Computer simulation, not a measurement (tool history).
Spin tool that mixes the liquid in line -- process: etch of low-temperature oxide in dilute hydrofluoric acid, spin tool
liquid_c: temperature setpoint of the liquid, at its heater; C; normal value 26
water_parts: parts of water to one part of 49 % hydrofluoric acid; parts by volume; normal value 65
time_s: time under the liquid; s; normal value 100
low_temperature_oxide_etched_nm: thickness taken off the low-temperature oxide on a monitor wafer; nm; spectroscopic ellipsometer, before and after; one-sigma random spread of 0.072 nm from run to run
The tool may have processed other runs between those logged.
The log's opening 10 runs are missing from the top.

run,hour,liquid_c,water_parts,time_s,wafers since the last listed run,hours since the thermometer was replaced,hours since the hydrofluoric acid flow meter was replaced,hours since the gauge calibration,"read-back film thickness of the low-temperature oxide reference wafer, read on the same gauge (nm)",low_temperature_oxide_etched_nm
11,620.2,26,80,100,473,495.8,283.1,660.1,40.01,18.64
12,715.1,26,80,100,1004,590.7,378,755,40,18.62
13,767.9,26,65,100,558,643.5,430.8,807.8,40.02,23.3
# hour 805.3: thermometer replaced
14,811.9,26,65,100,454,6.6,474.8,851.8,40.02,23.92
15,854.4,26,65,100,449,49.1,517.3,894.3,40.01,23.74
# hour 953: hydrofluoric acid flow meter replaced
16,962.4,29.5,65,75,1132,157.1,9.4,1002.3,40.01,20.56
17,1042.7,26,65,100,849,237.4,89.7,1082.6,39.98,23.62
18,1131.4,26,45,55,938,326.1,178.4,1171.3,39.99,19.14
19,1222.7,29.5,55,150,965,417.4,269.7,1262.6,40.01,48.53
20,1278.3,26,65,145,588,473,325.3,1318.2,40,34.14
21,1374,23,85,100,1012,568.7,421,1413.9,39.98,15.56
# hour 1441: thermometer replaced
22,1461,26,65,100,909,20,508,1500.9,39.99,23.8
# hour 1465.7: hydrofluoric acid flow meter replaced
23,1515.8,26,65,100,569,74.8,50.1,1555.7,39.98,23.71
# hour 1551.3: gauge calibrated
24,1604.5,26,65,150,938,163.5,138.8,53.2,40.01,35.58
25,1711.9,21,40,100,1136,270.9,246.2,160.6,39.97,32.28
26,1777.1,26,65,100,689,336.1,311.4,225.8,39.99,23.46
27,1867.7,26,65,100,958,426.7,402,316.4,40.01,23.38
28,1947.5,23.5,65,100,844,506.5,481.8,396.2,40.02,21.11
# hour 2073.9: hydrofluoric acid flow meter replaced
29,2104.3,26,65,100,1648,663.3,30.4,553,39.99,23.24
# hour 2120: thermometer replaced
30,2174.5,31,90,75,732,54.5,100.6,623.2,40.02,15.14
31,2266.3,29.5,65,100,971,146.3,192.4,715,39.99,27.15

Each row is a separate what-if for the run after 31, all from the same tool condition, not one after another. Results?
A,2266.7,26,65,100,4,146.7,192.8,715.4,?,?
B,2266.7,23,75,50,4,146.7,192.8,715.4,?,?
C,2266.7,29.5,35,100,4,146.7,192.8,715.4,?,?
D,2266.7,26,65,155,4,146.7,192.8,715.4,?,?

run,"read-back film thickness of the low-temperature oxide reference wafer, read on the same gauge (nm)",low_temperature_oxide_etched_nm
A,40,23.83
B,40,9.03
C,40,53.17
D,40,36.94
Stripped of hidden state, with their random variation kept, the same runs would have yielded:
run,low_temperature_oxide_etched_nm
A,23.97
B,9.08
C,53.49
D,37.16

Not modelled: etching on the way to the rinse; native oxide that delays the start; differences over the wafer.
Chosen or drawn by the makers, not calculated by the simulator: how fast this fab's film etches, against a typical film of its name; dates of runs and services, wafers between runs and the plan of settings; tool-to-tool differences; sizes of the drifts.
